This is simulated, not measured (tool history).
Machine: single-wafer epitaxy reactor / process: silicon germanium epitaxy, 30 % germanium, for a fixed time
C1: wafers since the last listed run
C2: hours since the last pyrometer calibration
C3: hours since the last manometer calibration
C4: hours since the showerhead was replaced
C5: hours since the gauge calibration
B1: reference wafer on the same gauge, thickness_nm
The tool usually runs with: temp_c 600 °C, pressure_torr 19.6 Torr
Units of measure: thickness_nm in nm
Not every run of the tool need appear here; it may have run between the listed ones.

Run 1, hour 0: usual settings; C1 0; C2 1851.2; C3 363.1; C4 3043.2; C5 218.3; B1 68.683. Result: thickness_nm 59.448 nm.
Run 2, hour 70: usual settings; C1 1250; C2 1921.2; C3 433.1; C4 3113.2; C5 288.3; B1 68.887. Result: thickness_nm 59.534 nm.
Run 3, hour 225.5: usual settings; C1 2776; C2 2076.7; C3 588.6; C4 3268.7; C5 443.8; B1 68.762. Result: thickness_nm 59.586 nm.
Run 4, hour 395.7: usual settings; C1 3039; C2 2246.9; C3 758.8; C4 3438.9; C5 614; B1 68.854. Result: thickness_nm 59.455 nm.
Run 5, hour 429.6: usual settings; C1 605; C2 2280.8; C3 792.7; C4 3472.8; C5 647.9; B1 68.872. Result: thickness_nm 59.7 nm.
Run 6, hour 465.3: usual settings; C1 637; C2 2316.5; C3 828.4; C4 3508.5; C5 683.6; B1 68.773. Result: thickness_nm 59.155 nm.
Run 7, hour 500.6: usual settings but temp_c 605 °C; C1 630; C2 2351.8; C3 863.7; C4 3543.8; C5 718.9; B1 68.872. Result: thickness_nm 65.655 nm.
Run 8, hour 542.1: usual settings but temp_c 607 °C; C1 741; C2 2393.3; C3 905.2; C4 3585.3; C5 760.4; B1 68.779. Result: thickness_nm 68.678 nm.
At hour 569: showerhead replaced.
Run 9, hour 641: usual settings but temp_c 607 °C; C1 1623; C2 2492.2; C3 1004.1; C4 72; C5 859.3; B1 68.903. Result: thickness_nm 68.239 nm.
Run 10, hour 678.7: usual settings but temp_c 607 °C, pressure_torr 21.1 Torr; C1 673; C2 2529.9; C3 1041.8; C4 109.7; C5 897; B1 68.715. Result: thickness_nm 71.624 nm.
Run 11, hour 734.8: usual settings but temp_c 596 °C, pressure_torr 16.7 Torr; C1 1001; C2 2586; C3 1097.9; C4 165.8; C5 953.1; B1 68.941. Result: thickness_nm 49.99 nm.
Run 12, hour 768.9: usual settings but pressure_torr 23.8 Torr; C1 608; C2 2620.1; C3 1132; C4 199.9; C5 987.2; B1 68.906. Result: thickness_nm 65.208 nm.
At hour 789.2: pyrometer calibrated.
At hour 809: gauge calibrated.
At hour 853.7: capacitance manometer re-zeroed and calibrated.
Run 13, hour 882.4: usual settings; C1 1741; C2 93.2; C3 28.7; C4 313.4; C5 73.4; B1 68.916. Result: thickness_nm 58.883 nm.
Run 14, hour 910.1: usual settings but temp_c 592 °C, pressure_torr 23.7 Torr; C1 494; C2 120.9; C3 56.4; C4 341.1; C5 101.1; B1 68.834. Result: thickness_nm 54.865 nm.
Run 15, hour 968.6: usual settings but temp_c 590 °C, pressure_torr 20.9 Torr; C1 1044; C2 179.4; C3 114.9; C4 399.6; C5 159.6; B1 68.668. Result: thickness_nm 49.171 nm.
Run 16, hour 1003.7: usual settings; C1 626; C2 214.5; C3 150; C4 434.7; C5 194.7; B1 68.697. Result: thickness_nm 59.336 nm.
Run 17, hour 1045.7: usual settings; C1 750; C2 256.5; C3 192; C4 476.7; C5 236.7; B1 68.919. Result: thickness_nm 59.126 nm.
Run 18, hour 1089.7: usual settings but temp_c 587 °C, pressure_torr 18.2 Torr; C1 785; C2 300.5; C3 236; C4 520.7; C5 280.7; B1 68.665. Result: thickness_nm 43.256 nm.

Predict each of these 5 candidate next runs independently; none follows another, all start after run 18:
Run A, hour 1090.1: usual settings but temp_c 594 °C; C1 7; C2 300.9; C3 236.4; C4 521.1; C5 281.1; B1 ?. Result: thickness_nm ?.
Run B, hour 1090.1: usual settings but pressure_torr 23.1 Torr; C1 7; C2 300.9; C3 236.4; C4 521.1; C5 281.1; B1 ?. Result: thickness_nm ?.
Run C, hour 1090.1: usual settings but temp_c 611 °C, pressure_torr 17.7 Torr; C1 7; C2 300.9; C3 236.4; C4 521.1; C5 281.1; B1 ?. Result: thickness_nm ?.
Run D, hour 1090.1: usual settings but pressure_torr 15.3 Torr; C1 7; C2 300.9; C3 236.4; C4 521.1; C5 281.1; B1 ?. Result: thickness_nm ?.
Run E, hour 1090.1: usual settings but temp_c 610 °C, pressure_torr 23.5 Torr; C1 7; C2 300.9; C3 236.4; C4 521.1; C5 281.1; B1 ?. Result: thickness_nm ?.

run      B1  thickness_nm
  A  68.815        52.377
  B  68.815         64.72
  C  68.815        70.433
  D  68.815        51.699
  E  68.815        80.186
Had the tool no hidden state, the same runs would have come out as:
run  thickness_nm
  A        52.377
  B         64.72
  C        70.433
  D        51.699
  E        80.186
